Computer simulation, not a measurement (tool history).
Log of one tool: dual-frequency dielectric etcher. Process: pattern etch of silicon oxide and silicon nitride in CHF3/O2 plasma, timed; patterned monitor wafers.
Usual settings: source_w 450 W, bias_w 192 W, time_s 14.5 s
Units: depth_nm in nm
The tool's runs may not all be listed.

| run | hour | source_w | bias_w | time_s | read-back reference wafer on the same gauge, depth_nm | depth_nm |
|---|---|---|---|---|---|---|
| 1 | 0.0 | 370 | 192 | 14.5 | 21.84 | 16.66 |
| 2 | 55.9 | 370 | 192 | 14.5 | 21.80 | 16.41 |
| 3 | 118.9 | 450 | 221 | 14.5 | 21.79 | 18.50 |
|  | 156.7 | wet clean of the chamber |
| 4 | 187.0 | 450 | 221 | 14.5 | 21.76 | 19.54 |
| 5 | 294.7 | 450 | 221 | 14.5 | 21.79 | 19.15 |
| 6 | 358.7 | 450 | 192 | 14.5 | 21.77 | 18.02 |
|  | 368.6 | source power generator calibrated |
| 7 | 427.7 | 450 | 192 | 14.5 | 21.79 | 17.77 |
|  | 461.4 | gauge calibrated |
| 8 | 488.3 | 450 | 192 | 14.5 | 21.78 | 17.73 |
| 9 | 529.7 | 450 | 168 | 14.5 | 21.80 | 16.75 |
|  | 606.9 | wet clean of the chamber |
| 10 | 607.4 | 450 | 168 | 14.5 | 21.77 | 17.44 |
| 11 | 625.4 | 450 | 168 | 14.5 | 21.84 | 17.25 |
| 12 | 678.3 | 450 | 192 | 14.5 | 21.81 | 18.14 |
| 13 | 723.5 | 340 | 174 | 19.0 | 21.84 | 20.30 |
| 14 | 799.3 | 450 | 192 | 14.5 | 21.81 | 18.26 |
| 15 | 848.3 | 540 | 192 | 14.5 | 21.77 | 19.18 |
|  | 905.6 | upper electrode replaced, of another model than before |
| 16 | 906.1 | 450 | 211 | 14.5 | 21.82 | 19.08 |
| 17 | 992.8 | 390 | 144 | 12.5 | 21.81 | 11.62 |
|  | 1061.6 | wet clean of the chamber |
| 18 | 1062.1 | 360 | 180 | 14.5 | 21.79 | 16.59 |
| 19 | 1087.0 | 450 | 192 | 14.5 | 21.83 | 18.31 |
|  | 1096.9 | bias power generator calibrated |
| 20 | 1234.8 | 490 | 227 | 14.5 | 21.78 | 20.48 |
| 21 | 1314.6 | 370 | 192 | 14.5 | 21.78 | 16.92 |
| 22 | 1387.1 | 450 | 192 | 14.5 | 21.80 | 17.90 |
| 23 | 1443.3 | 550 | 206 | 16.0 | 21.84 | 21.42 |
| 24 | 1483.0 | 450 | 172 | 10.5 | 21.85 | 11.75 |
| 25 | 1524.8 | 480 | 156 | 12.0 | 21.79 | 12.70 |
|  | 1552.4 | wet clean of the chamber |
| 26 | 1584.0 | 500 | 157 | 16.5 | 21.81 | 18.75 |
| 27 | 1853.7 | 450 | 205 | 14.5 | 21.80 | 18.51 |
| 28 | 1913.1 | 450 | 192 | 14.5 | 21.77 | 17.79 |
| 29 | 1965.2 | 370 | 192 | 14.5 | 21.77 | 16.41 |

4 ways to go on from here, each from the tool as it stands after run 29. What would each give?
| A | 1965.6 | 450 | 192 | 13.0 | ? | ? |
| B | 1965.6 | 530 | 238 | 13.0 | ? | ? |
| C | 1965.6 | 450 | 225 | 10.0 | ? | ? |
| D | 1965.6 | 370 | 169 | 14.5 | ? | ? |

| run | read-back reference wafer on the same gauge, depth_nm | depth_nm |
|---|---|---|
| A | 21.84 | 15.82 |
| B | 21.84 | 18.98 |
| C | 21.84 | 13.47 |
| D | 21.84 | 15.28 |
Without the tool's hidden state the same runs would have given:
| run | depth_nm |
|---|---|
| A | 16.62 |
| B | 19.95 |
| C | 14.15 |
| D | 16.06 |

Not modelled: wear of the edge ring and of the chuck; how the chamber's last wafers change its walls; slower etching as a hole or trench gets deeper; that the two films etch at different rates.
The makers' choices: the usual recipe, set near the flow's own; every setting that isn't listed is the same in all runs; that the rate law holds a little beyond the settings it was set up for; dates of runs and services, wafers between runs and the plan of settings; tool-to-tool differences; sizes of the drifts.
